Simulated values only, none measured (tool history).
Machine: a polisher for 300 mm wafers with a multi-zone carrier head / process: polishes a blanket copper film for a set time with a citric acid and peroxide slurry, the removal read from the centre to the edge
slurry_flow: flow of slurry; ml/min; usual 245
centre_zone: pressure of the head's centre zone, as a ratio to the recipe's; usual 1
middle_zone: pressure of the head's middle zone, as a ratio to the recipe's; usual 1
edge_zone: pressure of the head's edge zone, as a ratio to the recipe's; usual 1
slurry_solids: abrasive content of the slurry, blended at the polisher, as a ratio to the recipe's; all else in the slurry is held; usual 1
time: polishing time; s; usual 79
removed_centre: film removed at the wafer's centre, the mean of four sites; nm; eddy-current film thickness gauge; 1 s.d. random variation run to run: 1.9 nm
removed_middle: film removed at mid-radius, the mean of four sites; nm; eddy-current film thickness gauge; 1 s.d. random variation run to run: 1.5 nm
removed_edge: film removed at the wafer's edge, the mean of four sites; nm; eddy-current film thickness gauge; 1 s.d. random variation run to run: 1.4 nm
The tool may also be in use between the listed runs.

| run | hour | slurry_flow | centre_zone | middle_zone | edge_zone | slurry_solids | time | wafers since the last listed run | wafers polished on this pad | hours since the slurry nozzle was cleaned | hours since the centre zone pressure was calibrated | hours since the edge zone pressure was calibrated | hours since the carrier head's membrane was replaced | incoming thickness of the incoming film, nm | removed_centre | removed_middle | removed_edge |
|---|---|---|---|---|---|---|---|---|---|---|---|---|---|---|---|---|---|
| 1 | 0 | 245 | 1 | 1.06 | 1 | 0.95 | 79 | 0 | 2659 | 320.3 | 165.7 | 351.3 | 176 | 494.1 | 126 | 131.6 | 125.7 |
| 2 | 91.3 | 245 | 1 | 1.06 | 1 | 0.95 | 79 | 774 | 3434 | 411.6 | 257 | 442.6 | 267.3 | 490.5 | 121.6 | 126.8 | 121 |
|  | 114.5 | worn pad replaced by a new one |
| 3 | 160.3 | 245 | 1 | 1.06 | 1 | 0.95 | 79 | 551 | 388 | 480.6 | 326 | 511.6 | 336.3 | 487 | 137.8 | 141.9 | 136.2 |
|  | 231.7 | edge zone pressure recalibrated |
| 4 | 250.4 | 245 | 1 | 1 | 1 | 1 | 96 | 747 | 1136 | 570.7 | 416.1 | 18.7 | 426.4 | 490.6 | 163.8 | 159.8 | 164.6 |
|  | 288.1 | centre zone pressure recalibrated |
|  | 341.2 | slurry nozzle cleaned |
| 5 | 356.3 | 245 | 1 | 1 | 1 | 1 | 91 | 873 | 2010 | 15.1 | 68.2 | 124.6 | 532.3 | 487.8 | 151.1 | 148.7 | 151.9 |
| 6 | 412.2 | 245 | 1 | 1 | 1 | 1 | 91 | 474 | 2484 | 71 | 124.1 | 180.5 | 588.2 | 488.7 | 147.8 | 145.9 | 148.1 |
| 7 | 509.5 | 245 | 1 | 1 | 1 | 1 | 57 | 825 | 3310 | 168.3 | 221.4 | 277.8 | 685.5 | 495.1 | 88.5 | 89.7 | 91 |
|  | 520.7 | worn pad replaced by a new one |
| 8 | 605.6 | 245 | 1 | 1 | 1 | 1 | 79 | 781 | 720 | 264.4 | 317.5 | 373.9 | 781.6 | 483.7 | 133.9 | 135.6 | 137 |
| 9 | 689 | 245 | 1 | 1 | 1 | 1 | 79 | 707 | 1428 | 347.8 | 400.9 | 457.3 | 865 | 488.9 | 131.5 | 130.4 | 133 |
|  | 706.2 | edge zone pressure recalibrated |
|  | 728.1 | centre zone pressure recalibrated |
|  | 914.7 | worn pad replaced by a new one |
| 10 | 958.6 | 215 | 1 | 1 | 1 | 1 | 72 | 2220 | 372 | 617.4 | 230.5 | 252.4 | 1134.6 | 490 | 126 | 122.9 | 127.2 |
|  | 967.6 | carrier head's membrane replaced by a new one |
|  | 1017.9 | slurry nozzle cleaned |
| 11 | 1028.1 | 245 | 1 | 1 | 1 | 1 | 79 | 539 | 911 | 10.2 | 300 | 321.9 | 60.5 | 489.8 | 136.7 | 134.8 | 135.9 |
| 12 | 1064.5 | 245 | 1 | 1.06 | 1 | 1 | 79 | 308 | 1220 | 46.6 | 336.4 | 358.3 | 96.9 | 492.4 | 134.6 | 136.8 | 132.9 |
| 13 | 1131.7 | 245 | 1 | 1 | 1 | 1 | 79 | 570 | 1790 | 113.8 | 403.6 | 425.5 | 164.1 | 491.1 | 130.6 | 128.1 | 132.1 |
|  | 1176.8 | edge zone pressure recalibrated |
| 14 | 1220.5 | 245 | 1 | 1 | 1 | 1 | 79 | 736 | 2527 | 202.6 | 492.4 | 43.7 | 252.9 | 493.1 | 129.7 | 125.1 | 130.3 |
| 15 | 1262.2 | 245 | 1.05 | 1 | 1 | 1 | 79 | 353 | 2881 | 244.3 | 534.1 | 85.4 | 294.6 | 496.1 | 131.9 | 122.6 | 127.1 |
|  | 1273.1 | centre zone pressure recalibrated |
|  | 1334.7 | worn pad replaced by a new one |
| 16 | 1347.2 | 245 | 0.95 | 1.1 | 1 | 1 | 79 | 670 | 106 | 329.3 | 74.1 | 170.4 | 379.6 | 493 | 132.6 | 150.2 | 138.2 |
| 17 | 1432.8 | 245 | 1 | 1.04 | 1 | 1 | 88 | 726 | 833 | 414.9 | 159.7 | 256 | 465.2 | 496.9 | 152.1 | 153.4 | 152.8 |
| 18 | 1537.6 | 245 | 1 | 1 | 1 | 0.8 | 103 | 889 | 1722 | 519.7 | 264.5 | 360.8 | 570 | 488.8 | 157.2 | 153.2 | 158.6 |
| 19 | 1637.7 | 200 | 1 | 1 | 1 | 1 | 79 | 849 | 2572 | 619.8 | 364.6 | 460.9 | 670.1 | 488.6 | 121.5 | 119.7 | 121.8 |
|  | 1639.4 | slurry nozzle cleaned |
|  | 1676.7 | edge zone pressure recalibrated |
| 20 | 1681.9 | 245 | 1 | 1 | 1 | 1 | 79 | 349 | 2922 | 42.5 | 408.8 | 5.2 | 714.3 | 491.3 | 122.7 | 122.7 | 126 |
|  | 1707.2 | worn pad replaced by a new one |
|  | 1757.3 | centre zone pressure recalibrated |
| 21 | 1779.3 | 215 | 1 | 1 | 1 | 1 | 102 | 775 | 594 | 139.9 | 22 | 102.6 | 811.7 | 493.1 | 174.4 | 169.9 | 177.7 |
| 22 | 1878.8 | 245 | 1 | 1 | 1.05 | 0.85 | 79 | 844 | 1439 | 239.4 | 121.5 | 202.1 | 911.2 | 490.7 | 126.1 | 125.4 | 129.4 |

Exercise: give the hidden state of the tool at every run:
slurry flow missing at the pad, %: 0 at every run
deviation of the centre zone's pressure from its setpoint, %: 0 at every run
deviation of the edge zone's pressure from its setpoint, %: 0 at every run
H1: removal rate lost through wear of the pad, %
| run | H1 |
|---|---|
| 1 | 9.47 |
| 2 | 12.1 |
| 3 | 1.85 |
| 4 | 4.45 |
| 5 | 7.51 |
| 6 | 9.13 |
| 7 | 11.9 |
| 8 | 3.19 |
| 9 | 5.6 |
| 10 | 2.08 |
| 11 | 4.09 |
| 12 | 5.14 |
| 13 | 7.08 |
| 14 | 9.65 |
| 15 | 10.9 |
| 16 | 2.41 |
| 17 | 4.89 |
| 18 | 7.91 |
| 19 | 10.8 |
| 20 | 12.1 |
| 21 | 2.96 |
| 22 | 5.84 |
